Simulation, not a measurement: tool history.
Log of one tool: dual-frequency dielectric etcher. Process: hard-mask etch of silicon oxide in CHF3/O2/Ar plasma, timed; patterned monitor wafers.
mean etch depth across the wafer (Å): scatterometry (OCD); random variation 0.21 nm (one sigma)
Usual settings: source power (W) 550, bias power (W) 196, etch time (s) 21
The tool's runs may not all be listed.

run,hour,source power (W),bias power (W),etch time (s),wafers since the last listed run,hours since the last wet clean,hours since the last source power generator calibration,hours since the last bias power generator calibration,hours since the last upper electrode change,hours since the gauge calibration,"read-back reference wafer on the same gauge, depth_nm",mean etch depth across the wafer (Å)
1,0,550,196,23,0,516.9,4316.5,4209.6,4683,69.7,44.1,417.4
2,15,550,165,21,227,531.9,4331.5,4224.6,4698,84.7,44.07,364.3
3,27.1,550,234,21,183,544,4343.6,4236.7,4710.1,96.8,44.09,402.4
4,41.9,460,196,21,224,558.8,4358.4,4251.5,4724.9,111.6,44.11,356.8
# hour 74.3: wet clean of the chamber
5,74.8,550,196,21,134,0.5,4391.3,4284.4,4757.8,144.5,44.14,383.1
6,75.2,550,196,17.5,6,0.9,4391.7,4284.8,4758.2,144.9,44.1,316.4
7,75.8,550,196,17.5,9,1.5,4392.3,4285.4,4758.8,145.5,44.05,315.7
8,82.7,550,196,17.5,104,8.4,4399.2,4292.3,4765.7,152.4,44.09,320
9,90.2,420,178,15.5,113,15.9,4406.7,4299.8,4773.2,159.9,44.07,245.1
10,103.6,510,216,21,203,29.3,4420.1,4313.2,4786.6,173.3,44.07,381.2
11,111.4,610,228,25.5,118,37.1,4427.9,4321,4794.4,181.1,44.06,502.8
# hour 119: bias power generator calibrated
# hour 129.3: gauge calibrated
# hour 135: source power generator calibrated
# hour 136.6: upper electrode replaced
12,137.1,550,196,21,243,62.8,2.1,18.1,0.5,7.8,44.12,380.5
13,137.4,550,196,21,4,63.1,2.4,18.4,0.8,8.1,44.1,382.9
14,144,600,164,17,100,69.7,9,25,7.4,14.7,44.1,306.2
15,161.1,500,149,25,259,86.8,26.1,42.1,24.5,31.8,44.12,407.4
16,177.9,690,196,26.5,254,103.6,42.9,58.9,41.3,48.6,44.11,525.4
17,190,470,210,17.5,183,115.7,55,71,53.4,60.7,44.12,304.5

Forecast each of these 3 alternatives for the next run:
A,190.4,550,196,21,6,116.1,55.4,71.4,53.8,61.1,?,?
B,190.4,600,163,27.5,6,116.1,55.4,71.4,53.8,61.1,?,?
C,190.4,680,233,16.5,6,116.1,55.4,71.4,53.8,61.1,?,?

run,"read-back reference wafer on the same gauge, depth_nm",mean etch depth across the wafer (Å)
A,44.1,378.7
B,44.1,488.8
C,44.1,339.6
Without the tool's hidden state the same runs would have given:
run,mean etch depth across the wafer (Å)
A,378.7
B,488.8
C,339.6
